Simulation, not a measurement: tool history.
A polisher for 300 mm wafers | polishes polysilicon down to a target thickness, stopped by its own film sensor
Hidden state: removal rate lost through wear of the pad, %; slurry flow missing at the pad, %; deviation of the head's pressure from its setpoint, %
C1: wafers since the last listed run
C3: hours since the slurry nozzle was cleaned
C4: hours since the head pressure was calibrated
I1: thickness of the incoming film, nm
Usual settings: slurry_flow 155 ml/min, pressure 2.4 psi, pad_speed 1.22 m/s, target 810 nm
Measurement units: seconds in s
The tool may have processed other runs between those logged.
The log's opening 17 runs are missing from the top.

{"run": 18, "day": 23.746, "slurry_flow": 120, "pressure": 2.6, "pad_speed": 1.54, "target": 810, "C1": 176, "wafers polished on this pad": 1835, "C3": 156.8, "C4": 29, "I1": 1374.1, "seconds": 45.8}
{"run": 19, "day": 25.2, "slurry_flow": 135, "pressure": 2.4, "pad_speed": 1.4, "target": 689, "C1": 427, "wafers polished on this pad": 2262, "C3": 191.7, "C4": 63.9, "I1": 1378.8, "seconds": 63.8}
{"run": 20, "day": 26.054, "slurry_flow": 155, "pressure": 2.4, "pad_speed": 0.96, "target": 810, "C1": 251, "wafers polished on this pad": 2513, "C3": 212.2, "C4": 84.4, "I1": 1383, "seconds": 71.3}
{"run": 21, "day": 27.079, "slurry_flow": 155, "pressure": 2.9, "pad_speed": 1.22, "target": 718, "C1": 301, "wafers polished on this pad": 2815, "C3": 236.8, "C4": 109, "I1": 1373.8, "seconds": 54}
{"day": 27.9, "done": "worn pad replaced by a new one"}
{"run": 22, "day": 27.921, "slurry_flow": 155, "pressure": 2.4, "pad_speed": 1.22, "target": 810, "C1": 198, "wafers polished on this pad": 5, "C3": 257, "C4": 129.2, "I1": 1374.6, "seconds": 56.4}
{"day": 28.496, "done": "slurry nozzle cleaned"}
{"run": 23, "day": 29.404, "slurry_flow": 130, "pressure": 2.9, "pad_speed": 1.34, "target": 912, "C1": 423, "wafers polished on this pad": 429, "C3": 21.8, "C4": 164.8, "I1": 1376.7, "seconds": 37.8}
{"run": 24, "day": 30.708, "slurry_flow": 155, "pressure": 2.4, "pad_speed": 1.22, "target": 810, "C1": 383, "wafers polished on this pad": 812, "C3": 53.1, "C4": 196.1, "I1": 1371, "seconds": 57}
{"run": 25, "day": 31.692, "slurry_flow": 155, "pressure": 3, "pad_speed": 1.22, "target": 810, "C1": 289, "wafers polished on this pad": 1101, "C3": 76.7, "C4": 219.7, "I1": 1379.2, "seconds": 47}
{"run": 26, "day": 32.971, "slurry_flow": 110, "pressure": 2.1, "pad_speed": 1.22, "target": 1005, "C1": 376, "wafers polished on this pad": 1477, "C3": 107.4, "C4": 250.4, "I1": 1399.7, "seconds": 47.6}
{"run": 27, "day": 33.617, "slurry_flow": 155, "pressure": 2.4, "pad_speed": 1.34, "target": 810, "C1": 189, "wafers polished on this pad": 1667, "C3": 122.9, "C4": 265.9, "I1": 1377.4, "seconds": 54.2}
{"run": 28, "day": 34.896, "slurry_flow": 155, "pressure": 2.4, "pad_speed": 1.22, "target": 810, "C1": 376, "wafers polished on this pad": 2043, "C3": 153.6, "C4": 296.6, "I1": 1373.3, "seconds": 55.9}
{"run": 29, "day": 35.738, "slurry_flow": 155, "pressure": 2.4, "pad_speed": 1.22, "target": 1005, "C1": 247, "wafers polished on this pad": 2291, "C3": 173.8, "C4": 316.8, "I1": 1376.6, "seconds": 38.6}
{"run": 30, "day": 36.958, "slurry_flow": 155, "pressure": 2.4, "pad_speed": 0.92, "target": 810, "C1": 358, "wafers polished on this pad": 2649, "C3": 203.1, "C4": 346.1, "I1": 1379.6, "seconds": 69.6}
{"day": 37.15, "done": "worn pad replaced by a new one"}
{"run": 31, "day": 38.017, "slurry_flow": 105, "pressure": 2.8, "pad_speed": 1.1, "target": 810, "C1": 262, "wafers polished on this pad": 254, "C3": 228.5, "C4": 371.5, "I1": 1380.1, "seconds": 57.5}
{"day": 38.212, "done": "head pressure recalibrated"}
{"run": 32, "day": 38.671, "slurry_flow": 210, "pressure": 1.8, "pad_speed": 1.22, "target": 810, "C1": 167, "wafers polished on this pad": 422, "C3": 244.2, "C4": 11, "I1": 1382.2, "seconds": 73.9}
{"run": 33, "day": 39.225, "slurry_flow": 155, "pressure": 2.4, "pad_speed": 1.22, "target": 810, "C1": 162, "wafers polished on this pad": 585, "C3": 257.5, "C4": 24.3, "I1": 1376.9, "seconds": 56}
{"day": 40.0, "done": "slurry nozzle cleaned"}
{"run": 34, "day": 40.129, "slurry_flow": 155, "pressure": 2.4, "pad_speed": 1.22, "target": 810, "C1": 253, "wafers polished on this pad": 838, "C3": 3.1, "C4": 46, "I1": 1365.1, "seconds": 55.4}
{"run": 35, "day": 41.004, "slurry_flow": 155, "pressure": 2, "pad_speed": 1.36, "target": 810, "C1": 257, "wafers polished on this pad": 1095, "C3": 24.1, "C4": 67, "I1": 1375.8, "seconds": 64}
{"run": 36, "day": 42.092, "slurry_flow": 155, "pressure": 2.4, "pad_speed": 1.02, "target": 810, "C1": 319, "wafers polished on this pad": 1415, "C3": 50.2, "C4": 93.1, "I1": 1409.4, "seconds": 68.4}
{"run": 37, "day": 42.896, "slurry_flow": 155, "pressure": 2.4, "pad_speed": 1.22, "target": 810, "C1": 236, "wafers polished on this pad": 1651, "C3": 69.5, "C4": 112.4, "I1": 1355.3, "seconds": 55.3}

Here are 4 independent what-if runs from the current tool condition. What would each one return?
{"run": "A", "day": 42.912, "slurry_flow": 185, "pressure": 2.4, "pad_speed": 1.22, "target": 810, "C1": 4, "wafers polished on this pad": 1656, "C3": 69.9, "C4": 112.8, "I1": 1403.9, "seconds": "?"}
{"run": "B", "day": 42.912, "slurry_flow": 155, "pressure": 3.1, "pad_speed": 1.22, "target": 810, "C1": 4, "wafers polished on this pad": 1656, "C3": 69.9, "C4": 112.8, "I1": 1403.9, "seconds": "?"}
{"run": "C", "day": 42.912, "slurry_flow": 155, "pressure": 2.4, "pad_speed": 0.98, "target": 660, "C1": 4, "wafers polished on this pad": 1656, "C3": 69.9, "C4": 112.8, "I1": 1403.9, "seconds": "?"}
{"run": "D", "day": 42.912, "slurry_flow": 155, "pressure": 2, "pad_speed": 1.22, "target": 810, "C1": 4, "wafers polished on this pad": 1656, "C3": 69.9, "C4": 112.8, "I1": 1403.9, "seconds": "?"}

run=A seconds=58.5
run=B seconds=46.8
run=C seconds=89
run=D seconds=71.9
Without the tool's hidden state the same runs would have given:
run=A seconds=58.5
run=B seconds=46.8
run=C seconds=89
run=D seconds=71.9
